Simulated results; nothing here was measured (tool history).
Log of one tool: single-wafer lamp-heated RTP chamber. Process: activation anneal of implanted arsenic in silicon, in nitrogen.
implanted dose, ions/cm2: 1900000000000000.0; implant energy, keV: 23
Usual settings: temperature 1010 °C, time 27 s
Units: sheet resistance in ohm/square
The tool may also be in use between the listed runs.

run,hour,temperature,time,wafers since the last listed run,wafers since the last pyrometer calibration,wafers since the reflector plate was cleaned,hours since the gauge calibration,"read-back reference wafer on the same gauge, sheet resistance",sheet resistance
1,0.0,1010,27,0,2244,4479,958.7,105.85,93.58
2,16.9,1010,27,277,2521,4756,975.6,105.69,93.75
3,47.2,1010,27,496,3018,5253,1005.9,105.73,93.06
4,62.3,1010,27,247,3265,5500,1021.0,105.85,93.88
5,95.3,1010,27,541,3806,6041,1054.0,105.79,93.19
6,123.1,1010,27,455,4262,6497,1081.8,105.76,93.89
# hour 137.9: pyrometer window cleaned and pyrometer calibrated
7,150.2,1010,27,313,201,6810,1108.9,105.78,93.58
8,164.2,1010,27,229,430,7040,1122.9,105.80,93.45
9,191.0,1021,33,439,870,7479,1149.7,105.76,86.04
10,206.4,1010,27,252,1122,7732,1165.1,105.80,93.89
# hour 208.6: gauge calibrated
11,219.0,1010,27,206,1329,7938,10.4,105.82,93.84
12,242.2,1010,27,380,1709,8319,33.6,105.80,93.50
13,265.6,990,27,383,2093,8702,57.0,105.78,102.01
14,279.7,992,27,231,2324,8933,71.1,105.71,100.78
# hour 288.1: reflector plate cleaned
15,311.1,1023,27,383,2708,376,102.5,105.83,88.16
# hour 355.7: pyrometer window cleaned and pyrometer calibrated
16,357.2,1027,27,624,25,1001,148.6,105.78,86.48
17,387.9,1022,23,503,528,1504,179.3,105.85,91.38
18,408.7,1030,27,341,869,1845,200.1,105.98,85.84
19,480.8,1002,27,1182,2051,3027,272.2,105.95,97.37
20,554.7,1001,34,1211,3263,4239,346.1,105.81,94.21
21,575.1,993,32,334,3597,4573,366.5,105.93,98.79
22,593.2,1010,27,296,3894,4870,384.6,105.62,93.60
23,614.7,1010,27,352,4246,5222,406.1,105.82,93.81
# hour 638.6: pyrometer window cleaned and pyrometer calibrated
24,639.1,1025,12,268,8,5491,430.5,105.89,98.47
25,660.7,990,35,354,362,5845,452.1,105.80,99.12
26,688.7,981,23,459,821,6304,480.1,105.71,107.09
27,710.3,1000,19,354,1175,6659,501.7,105.71,102.55
28,744.3,999,18,557,1733,7216,535.7,105.84,103.58
# hour 771.0: reflector plate cleaned
29,771.5,1038,27,314,2047,8,562.9,105.80,83.04
30,794.3,990,27,373,2421,382,585.7,105.84,102.19
31,811.7,1035,42,285,2706,667,603.1,105.79,77.87
32,828.7,1023,20,278,2985,946,620.1,105.70,92.62
33,841.0,1010,27,201,3187,1147,632.4,105.86,93.20
# hour 850.5: pyrometer window cleaned and pyrometer calibrated
34,865.9,1025,17,277,252,1424,657.3,105.92,94.15
35,889.8,994,16,391,644,1816,681.2,105.92,106.92
36,904.8,1026,27,245,890,2062,696.2,105.77,86.88
37,929.1,1010,15,398,1288,2460,720.5,105.77,101.49
38,957.4,1010,16,463,1752,2924,748.8,105.82,100.16

Forecast each of these 3 alternatives for the next run:
A,957.8,1010,27,6,1759,2931,749.2,?,?
B,957.8,1010,11,6,1759,2931,749.2,?,?
C,957.8,1035,39,6,1759,2931,749.2,?,?

run,"read-back reference wafer on the same gauge, sheet resistance",sheet resistance
A,105.83,93.64
B,105.83,105.16
C,105.83,78.76
Without the tool's hidden state the same runs would have given:
run,sheet resistance
A,93.64
B,105.16
C,78.76
